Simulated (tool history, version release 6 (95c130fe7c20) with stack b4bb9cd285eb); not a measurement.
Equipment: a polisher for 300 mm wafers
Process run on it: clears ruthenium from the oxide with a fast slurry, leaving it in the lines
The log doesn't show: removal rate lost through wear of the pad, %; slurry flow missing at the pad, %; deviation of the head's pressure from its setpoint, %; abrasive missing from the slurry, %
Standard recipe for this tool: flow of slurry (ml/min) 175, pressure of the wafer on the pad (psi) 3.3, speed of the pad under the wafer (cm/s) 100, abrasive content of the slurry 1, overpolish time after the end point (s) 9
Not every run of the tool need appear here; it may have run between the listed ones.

run,hour,flow of slurry (ml/min),pressure of the wafer on the pad (psi),speed of the pad under the wafer (cm/s),abrasive content of the slurry,overpolish time after the end point (s),wafers since the last listed run,wafers polished on this pad,hours since the slurry nozzle was cleaned,hours since the head pressure was calibrated,hours since the slurry blender was calibrated,"incoming thickness of the incoming film, nm",time until the end point was called (s),dishing of a wide line in a test structure (angstrom)
1,0,175,2.9,72,1,9,0,378,252.1,1006.6,219.5,243,68.2,272
2,10.4,205,3.3,100,1,9,129,508,262.5,1017,229.9,241.5,43.2,410
# hour 22.7: worn pad replaced by a new one
3,23.2,175,3.3,100,1,9,109,6,275.3,1029.8,242.7,238.1,44.1,408
4,30.5,175,3.3,100,1,9,91,97,282.6,1037.1,250,237.1,44.5,398
5,37.4,175,3.3,100,1,9,86,183,289.5,1044,256.9,242,47.8,410
6,45.5,175,3.3,100,1,7,101,284,297.6,1052.1,265,237.5,47.1,311
# hour 64: worn pad replaced by a new one
# hour 99.6: slurry blender recalibrated
7,100.1,175,3.3,100,1,7,606,425,352.2,1106.7,0.5,244.9,45,336
# hour 104.7: worn pad replaced by a new one
8,109.6,175,3.3,100,0.9,12,68,60,361.7,1116.2,10,240.1,43,544
# hour 112.9: slurry nozzle cleaned
9,119.2,175,3.3,100,0.9,12,107,168,6.3,1125.8,19.6,244.6,44.7,552

For run 10, what comes out?
10,130.8,175,3.3,120,1,9,144,312,17.9,1137.4,31.2,240.3,?,?

Run 10 yielded time until the end point was called (s) 35.6, dishing of a wide line in a test structure (angstrom) 501.
Minus the tool's unlogged condition, the same run would have read time until the end point was called (s) 35.2, dishing of a wide line in a test structure (angstrom) 506.
